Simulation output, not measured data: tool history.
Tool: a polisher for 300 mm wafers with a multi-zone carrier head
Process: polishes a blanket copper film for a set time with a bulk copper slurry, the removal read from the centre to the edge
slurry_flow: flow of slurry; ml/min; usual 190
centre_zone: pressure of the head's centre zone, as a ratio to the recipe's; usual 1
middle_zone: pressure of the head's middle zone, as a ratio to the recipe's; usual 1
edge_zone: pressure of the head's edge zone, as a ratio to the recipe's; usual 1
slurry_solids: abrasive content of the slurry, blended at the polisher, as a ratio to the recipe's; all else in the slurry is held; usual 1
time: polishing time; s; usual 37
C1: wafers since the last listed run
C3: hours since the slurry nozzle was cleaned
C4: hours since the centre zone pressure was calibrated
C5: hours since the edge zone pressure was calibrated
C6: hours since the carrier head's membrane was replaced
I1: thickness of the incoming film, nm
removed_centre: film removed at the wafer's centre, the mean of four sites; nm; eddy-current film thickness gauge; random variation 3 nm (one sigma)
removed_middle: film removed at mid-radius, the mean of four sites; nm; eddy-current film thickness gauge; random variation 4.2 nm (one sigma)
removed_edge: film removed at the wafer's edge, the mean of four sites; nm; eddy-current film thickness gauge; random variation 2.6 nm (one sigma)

run 1 hour=0 | slurry_flow=190 centre_zone=1 middle_zone=1.04 edge_zone=1 slurry_solids=1 time=37 | C1=0 wafers_polished_on_this_pad=891 C3=521 C4=907.2 C5=1114.1 C6=1637.3 | I1=1849 | removed_centre=313.9 removed_middle=305.2 removed_edge=289.7
run 2 hour=24.6 | slurry_flow=190 centre_zone=1 middle_zone=1.04 edge_zone=1 slurry_solids=1 time=37 | C1=366 wafers_polished_on_this_pad=1258 C3=545.6 C4=931.8 C5=1138.7 C6=1661.9 | I1=1886.3 | removed_centre=305.4 removed_middle=295.8 removed_edge=287.9
-- hour=30.8 worn pad replaced by a new one
run 3 hour=43.3 | slurry_flow=190 centre_zone=1 middle_zone=1 edge_zone=1 slurry_solids=1 time=45 | C1=219 wafers_polished_on_this_pad=186 C3=564.3 C4=950.5 C5=1157.4 C6=1680.6 | I1=1877.5 | removed_centre=376.2 removed_middle=360.7 removed_edge=348.2
run 4 hour=74.2 | slurry_flow=190 centre_zone=1 middle_zone=1 edge_zone=1 slurry_solids=1 time=37 | C1=460 wafers_polished_on_this_pad=647 C3=595.2 C4=981.4 C5=1188.3 C6=1711.5 | I1=1878.7 | removed_centre=315.6 removed_middle=289.9 removed_edge=288.7
run 5 hour=97.3 | slurry_flow=190 centre_zone=1 middle_zone=1 edge_zone=1 slurry_solids=1 time=37 | C1=344 wafers_polished_on_this_pad=992 C3=618.3 C4=1004.5 C5=1211.4 C6=1734.6 | I1=1837.9 | removed_centre=309.6 removed_middle=295.9 removed_edge=290.5
run 6 hour=119.2 | slurry_flow=190 centre_zone=1 middle_zone=1 edge_zone=1 slurry_solids=1 time=37 | C1=326 wafers_polished_on_this_pad=1318 C3=640.2 C4=1026.4 C5=1233.3 C6=1756.5 | I1=1901.7 | removed_centre=313.8 removed_middle=300.5 removed_edge=286.4
-- hour=141.3 worn pad replaced by a new one
run 7 hour=148.1 | slurry_flow=190 centre_zone=1 middle_zone=1 edge_zone=1 slurry_solids=1 time=37 | C1=371 wafers_polished_on_this_pad=100 C3=669.1 C4=1055.3 C5=1262.2 C6=1785.4 | I1=1885.9 | removed_centre=308.8 removed_middle=287.6 removed_edge=288.4
run 8 hour=168 | slurry_flow=190 centre_zone=1 middle_zone=1 edge_zone=1 slurry_solids=1 time=37 | C1=296 wafers_polished_on_this_pad=397 C3=689 C4=1075.2 C5=1282.1 C6=1805.3 | I1=1828.6 | removed_centre=317.9 removed_middle=290.9 removed_edge=287.4
run 9 hour=202.2 | slurry_flow=190 centre_zone=1 middle_zone=1 edge_zone=1 slurry_solids=1 time=37 | C1=510 wafers_polished_on_this_pad=907 C3=723.2 C4=1109.4 C5=1316.3 C6=1839.5 | I1=1901.2 | removed_centre=318.9 removed_middle=288.5 removed_edge=290.7
-- hour=219.2 edge zone pressure recalibrated
run 10 hour=221.9 | slurry_flow=190 centre_zone=1 middle_zone=1 edge_zone=1 slurry_solids=1 time=37 | C1=264 wafers_polished_on_this_pad=1171 C3=742.9 C4=1129.1 C5=2.7 C6=1859.2 | I1=1856.5 | removed_centre=311.2 removed_middle=286.8 removed_edge=288.9
-- hour=237.1 worn pad replaced by a new one
run 11 hour=247.3 | slurry_flow=190 centre_zone=1.04 middle_zone=1 edge_zone=1 slurry_solids=1 time=31 | C1=319 wafers_polished_on_this_pad=151 C3=768.3 C4=1154.5 C5=28.1 C6=1884.6 | I1=1893.2 | removed_centre=278.6 removed_middle=236.8 removed_edge=239.6
run 12 hour=270.7 | slurry_flow=190 centre_zone=0.9 middle_zone=1 edge_zone=0.9 slurry_solids=1 time=27 | C1=349 wafers_polished_on_this_pad=501 C3=791.7 C4=1177.9 C5=51.5 C6=1908 | I1=1889.2 | removed_centre=205.9 removed_middle=213.3 removed_edge=200.7
run 13 hour=286.2 | slurry_flow=190 centre_zone=1 middle_zone=1.09 edge_zone=0.95 slurry_solids=0.85 time=37 | C1=231 wafers_polished_on_this_pad=732 C3=807.2 C4=1193.4 C5=67 C6=1923.5 | I1=1830.5 | removed_centre=313.1 removed_middle=294.1 removed_edge=273.4
-- hour=290.6 slurry nozzle cleaned
run 14 hour=315.7 | slurry_flow=190 centre_zone=0.91 middle_zone=0.88 edge_zone=0.92 slurry_solids=1 time=37 | C1=425 wafers_polished_on_this_pad=1157 C3=25.1 C4=1222.9 C5=96.5 C6=1953 | I1=1868.8 | removed_centre=316.7 removed_middle=291 removed_edge=292
-- hour=327.5 worn pad replaced by a new one
-- hour=334 carrier head's membrane replaced by a new one
-- hour=342.1 centre zone pressure recalibrated
run 15 hour=344.8 | slurry_flow=190 centre_zone=1 middle_zone=0.94 edge_zone=0.95 slurry_solids=1 time=48 | C1=269 wafers_polished_on_this_pad=154 C3=54.2 C4=2.7 C5=125.6 C6=10.8 | I1=1900.8 | removed_centre=404.7 removed_middle=388.6 removed_edge=386.3
run 16 hour=371.6 | slurry_flow=240 centre_zone=1 middle_zone=1 edge_zone=0.94 slurry_solids=0.85 time=28 | C1=399 wafers_polished_on_this_pad=554 C3=81 C4=29.5 C5=152.4 C6=37.6 | I1=1836.7 | removed_centre=227.9 removed_middle=229 removed_edge=219.3
run 17 hour=389.8 | slurry_flow=250 centre_zone=1 middle_zone=1 edge_zone=1.09 slurry_solids=1 time=42 | C1=271 wafers_polished_on_this_pad=825 C3=99.2 C4=47.7 C5=170.6 C6=55.8 | I1=1854 | removed_centre=362.5 removed_middle=362.3 removed_edge=371.9
run 18 hour=421.7 | slurry_flow=190 centre_zone=1 middle_zone=1 edge_zone=1.03 slurry_solids=1.2 time=37 | C1=475 wafers_polished_on_this_pad=1301 C3=131.1 C4=79.6 C5=202.5 C6=87.7 | I1=1888.6 | removed_centre=307.1 removed_middle=322.3 removed_edge=311.5
-- hour=433.6 worn pad replaced by a new one
run 19 hour=445.2 | slurry_flow=190 centre_zone=1 middle_zone=1 edge_zone=1 slurry_solids=1 time=37 | C1=290 wafers_polished_on_this_pad=172 C3=154.6 C4=103.1 C5=226 C6=111.2 | I1=1884.3 | removed_centre=299.9 removed_middle=307.5 removed_edge=300.6
run 20 hour=479 | slurry_flow=190 centre_zone=1 middle_zone=1 edge_zone=1 slurry_solids=1 time=37 | C1=504 wafers_polished_on_this_pad=676 C3=188.4 C4=136.9 C5=259.8 C6=145 | I1=1855.6 | removed_centre=305 removed_middle=297.1 removed_edge=300.8
run 21 hour=491.7 | slurry_flow=190 centre_zone=1 middle_zone=1.07 edge_zone=1 slurry_solids=1 time=32 | C1=189 wafers_polished_on_this_pad=865 C3=201.1 C4=149.6 C5=272.5 C6=157.7 | I1=1893.5 | removed_centre=259.1 removed_middle=273.9 removed_edge=260.8

The tool's hidden state at each run:
removal rate lost through wear of the pad, %: 0 in every run
deviation of the edge zone's pressure from its setpoint, %: 0 in every run
H1: slurry flow missing at the pad, %
H2: deviation of the centre zone's pressure from its setpoint, %
run=1 H1=39.7 H2=6.79
run=2 H1=40.3 H2=7.17
run=3 H1=40.7 H2=7.47
run=4 H1=41.3 H2=7.98
run=5 H1=41.8 H2=8.37
run=6 H1=42.1 H2=8.74
run=7 H1=42.6 H2=9.25
run=8 H1=42.8 H2=9.61
run=9 H1=43.3 H2=10.2
run=10 H1=43.5 H2=10.6
run=11 H1=43.8 H2=11.1
run=12 H1=44 H2=11.6
run=13 H1=44.2 H2=11.9
run=14 H1=8.19 H2=12.5
run=15 H1=11.9 H2=-0.112
run=16 H1=14.9 H2=-0.104
run=17 H1=16.8 H2=-0.0925
run=18 H1=19.9 H2=-0.058
run=19 H1=22 H2=-0.0216
run=20 H1=24.7 H2=0.0473
run=21 H1=25.7 H2=0.0781

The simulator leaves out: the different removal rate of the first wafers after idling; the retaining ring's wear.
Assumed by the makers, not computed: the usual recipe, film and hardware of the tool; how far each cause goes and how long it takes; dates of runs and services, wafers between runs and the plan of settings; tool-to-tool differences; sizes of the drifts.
